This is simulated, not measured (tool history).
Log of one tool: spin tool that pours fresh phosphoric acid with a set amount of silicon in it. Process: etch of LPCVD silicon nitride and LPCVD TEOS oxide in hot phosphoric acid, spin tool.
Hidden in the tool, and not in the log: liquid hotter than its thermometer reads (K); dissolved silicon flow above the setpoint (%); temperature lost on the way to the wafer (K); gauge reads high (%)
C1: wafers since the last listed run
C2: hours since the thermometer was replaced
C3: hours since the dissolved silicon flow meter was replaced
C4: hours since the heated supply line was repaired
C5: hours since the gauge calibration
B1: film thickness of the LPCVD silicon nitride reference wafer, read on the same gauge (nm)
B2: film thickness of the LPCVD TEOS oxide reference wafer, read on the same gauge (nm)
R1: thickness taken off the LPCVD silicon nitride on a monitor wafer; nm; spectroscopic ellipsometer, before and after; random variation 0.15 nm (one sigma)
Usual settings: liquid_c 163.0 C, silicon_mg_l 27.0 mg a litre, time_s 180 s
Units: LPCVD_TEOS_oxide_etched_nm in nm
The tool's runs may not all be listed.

{"run": 1, "hour": 0.0, "liquid_c": 163.0, "silicon_mg_l": 27.0, "time_s": 180, "C1": 0, "C2": 1347.1, "C3": 13.0, "C4": 3024.0, "C5": 2321.8, "B1": 50.0, "B2": 49.988, "R1": 16.67, "LPCVD_TEOS_oxide_etched_nm": 0.276}
{"hour": 15.6, "done": "heated supply line repaired"}
{"run": 2, "hour": 64.8, "liquid_c": 163.0, "silicon_mg_l": 27.0, "time_s": 180, "C1": 388, "C2": 1411.9, "C3": 77.8, "C4": 49.2, "C5": 2386.6, "B1": 49.99, "B2": 50.027, "R1": 16.67, "LPCVD_TEOS_oxide_etched_nm": 0.321}
{"hour": 77.2, "done": "gauge calibrated"}
{"run": 3, "hour": 160.2, "liquid_c": 163.0, "silicon_mg_l": 27.0, "time_s": 180, "C1": 580, "C2": 1507.3, "C3": 173.2, "C4": 144.6, "C5": 83.0, "B1": 50.0, "B2": 50.009, "R1": 16.74, "LPCVD_TEOS_oxide_etched_nm": 0.301}
{"run": 4, "hour": 226.0, "liquid_c": 160.0, "silicon_mg_l": 46.5, "time_s": 245, "C1": 400, "C2": 1573.1, "C3": 239.0, "C4": 210.4, "C5": 148.8, "B1": 49.98, "B2": 49.989, "R1": 20.62, "LPCVD_TEOS_oxide_etched_nm": 0.132}
{"run": 5, "hour": 277.5, "liquid_c": 163.0, "silicon_mg_l": 27.0, "time_s": 180, "C1": 313, "C2": 1624.6, "C3": 290.5, "C4": 261.9, "C5": 200.3, "B1": 49.95, "B2": 50.032, "R1": 16.85, "LPCVD_TEOS_oxide_etched_nm": 0.343}
{"run": 6, "hour": 338.8, "liquid_c": 163.0, "silicon_mg_l": 46.0, "time_s": 180, "C1": 373, "C2": 1685.9, "C3": 351.8, "C4": 323.2, "C5": 261.6, "B1": 50.0, "B2": 49.982, "R1": 16.91, "LPCVD_TEOS_oxide_etched_nm": 0.118}
{"run": 7, "hour": 412.0, "liquid_c": 161.0, "silicon_mg_l": 46.0, "time_s": 140, "C1": 445, "C2": 1759.1, "C3": 425.0, "C4": 396.4, "C5": 334.8, "B1": 50.01, "B2": 50.011, "R1": 12.23, "LPCVD_TEOS_oxide_etched_nm": 0.078}
{"run": 8, "hour": 496.7, "liquid_c": 163.0, "silicon_mg_l": 17.5, "time_s": 180, "C1": 515, "C2": 1843.8, "C3": 509.7, "C4": 481.1, "C5": 419.5, "B1": 50.0, "B2": 49.989, "R1": 17.21, "LPCVD_TEOS_oxide_etched_nm": 0.423}
{"run": 9, "hour": 604.1, "liquid_c": 163.0, "silicon_mg_l": 27.0, "time_s": 180, "C1": 653, "C2": 1951.2, "C3": 617.1, "C4": 588.5, "C5": 526.9, "B1": 49.97, "B2": 49.998, "R1": 16.99, "LPCVD_TEOS_oxide_etched_nm": 0.292}
{"run": 10, "hour": 693.1, "liquid_c": 166.0, "silicon_mg_l": 27.0, "time_s": 180, "C1": 541, "C2": 2040.2, "C3": 706.1, "C4": 677.5, "C5": 615.9, "B1": 49.97, "B2": 49.966, "R1": 18.82, "LPCVD_TEOS_oxide_etched_nm": 0.441}
{"run": 11, "hour": 733.7, "liquid_c": 163.0, "silicon_mg_l": 20.0, "time_s": 75, "C1": 247, "C2": 2080.8, "C3": 746.7, "C4": 718.1, "C5": 656.5, "B1": 49.97, "B2": 50.031, "R1": 7.18, "LPCVD_TEOS_oxide_etched_nm": 0.2}
{"hour": 958.1, "done": "thermometer replaced"}
{"run": 12, "hour": 986.2, "liquid_c": 163.0, "silicon_mg_l": 27.0, "time_s": 135, "C1": 1530, "C2": 28.1, "C3": 999.2, "C4": 970.6, "C5": 909.0, "B1": 49.98, "B2": 50.011, "R1": 11.95, "LPCVD_TEOS_oxide_etched_nm": 0.211}
{"run": 13, "hour": 1032.1, "liquid_c": 160.5, "silicon_mg_l": 27.0, "time_s": 180, "C1": 279, "C2": 74.0, "C3": 1045.1, "C4": 1016.5, "C5": 954.9, "B1": 49.99, "B2": 50.004, "R1": 14.47, "LPCVD_TEOS_oxide_etched_nm": 0.251}
{"run": 14, "hour": 1070.2, "liquid_c": 163.0, "silicon_mg_l": 27.0, "time_s": 180, "C1": 231, "C2": 112.1, "C3": 1083.2, "C4": 1054.6, "C5": 993.0, "B1": 49.98, "B2": 49.982, "R1": 15.77, "LPCVD_TEOS_oxide_etched_nm": 0.31}
{"run": 15, "hour": 1139.9, "liquid_c": 165.0, "silicon_mg_l": 36.5, "time_s": 275, "C1": 424, "C2": 181.8, "C3": 1152.9, "C4": 1124.3, "C5": 1062.7, "B1": 50.0, "B2": 50.015, "R1": 25.98, "LPCVD_TEOS_oxide_etched_nm": 0.314}
{"run": 16, "hour": 1204.2, "liquid_c": 161.5, "silicon_mg_l": 18.0, "time_s": 80, "C1": 391, "C2": 246.1, "C3": 1217.2, "C4": 1188.6, "C5": 1127.0, "B1": 50.02, "B2": 49.957, "R1": 6.72, "LPCVD_TEOS_oxide_etched_nm": 0.15}
{"run": 17, "hour": 1281.6, "liquid_c": 163.0, "silicon_mg_l": 27.0, "time_s": 180, "C1": 471, "C2": 323.5, "C3": 1294.6, "C4": 1266.0, "C5": 1204.4, "B1": 50.0, "B2": 50.007, "R1": 16.14, "LPCVD_TEOS_oxide_etched_nm": 0.311}
{"run": 18, "hour": 1388.8, "liquid_c": 161.5, "silicon_mg_l": 11.5, "time_s": 270, "C1": 652, "C2": 430.7, "C3": 1401.8, "C4": 1373.2, "C5": 1311.6, "B1": 50.01, "B2": 50.017, "R1": 22.56, "LPCVD_TEOS_oxide_etched_nm": 0.626}
{"run": 19, "hour": 1437.1, "liquid_c": 163.0, "silicon_mg_l": 46.0, "time_s": 180, "C1": 294, "C2": 479.0, "C3": 1450.1, "C4": 1421.5, "C5": 1359.9, "B1": 49.98, "B2": 50.019, "R1": 16.35, "LPCVD_TEOS_oxide_etched_nm": 0.107}
{"run": 20, "hour": 1481.8, "liquid_c": 164.0, "silicon_mg_l": 16.5, "time_s": 280, "C1": 272, "C2": 523.7, "C3": 1494.8, "C4": 1466.2, "C5": 1404.6, "B1": 50.01, "B2": 49.994, "R1": 25.9, "LPCVD_TEOS_oxide_etched_nm": 0.711}
{"run": 21, "hour": 1558.3, "liquid_c": 163.0, "silicon_mg_l": 27.0, "time_s": 180, "C1": 465, "C2": 600.2, "C3": 1571.3, "C4": 1542.7, "C5": 1481.1, "B1": 50.02, "B2": 49.968, "R1": 16.11, "LPCVD_TEOS_oxide_etched_nm": 0.317}

Measured less the same run without the tool's hidden state. The same run-to-run variation is in both; the gauge's scatter may not be:
run=1 R1=+0.75 LPCVD_TEOS_oxide_etched_nm=+0.026
run=2 R1=+0.78 LPCVD_TEOS_oxide_etched_nm=+0.033
run=3 R1=+0.84 LPCVD_TEOS_oxide_etched_nm=+0.032
run=4 R1=+1.09 LPCVD_TEOS_oxide_etched_nm=+0.015
run=5 R1=+0.91 LPCVD_TEOS_oxide_etched_nm=+0.039
run=6 R1=+0.94 LPCVD_TEOS_oxide_etched_nm=+0.014
run=7 R1=+0.71 LPCVD_TEOS_oxide_etched_nm=+0.009
run=8 R1=+1.04 LPCVD_TEOS_oxide_etched_nm=+0.055
run=9 R1=+1.09 LPCVD_TEOS_oxide_etched_nm=+0.040
run=10 R1=+1.24 LPCVD_TEOS_oxide_etched_nm=+0.062
run=11 R1=+0.49 LPCVD_TEOS_oxide_etched_nm=+0.029
run=12 R1=+0.04 LPCVD_TEOS_oxide_etched_nm=+0.002
run=13 R1=+0.07 LPCVD_TEOS_oxide_etched_nm=+0.003
run=14 R1=+0.10 LPCVD_TEOS_oxide_etched_nm=+0.004
run=15 R1=+0.22 LPCVD_TEOS_oxide_etched_nm=+0.005
run=16 R1=+0.07 LPCVD_TEOS_oxide_etched_nm=+0.004
run=17 R1=+0.21 LPCVD_TEOS_oxide_etched_nm=+0.009
run=18 R1=+0.38 LPCVD_TEOS_oxide_etched_nm=+0.023
run=19 R1=+0.30 LPCVD_TEOS_oxide_etched_nm=+0.005
run=20 R1=+0.52 LPCVD_TEOS_oxide_etched_nm=+0.031
run=21 R1=+0.36 LPCVD_TEOS_oxide_etched_nm=+0.015
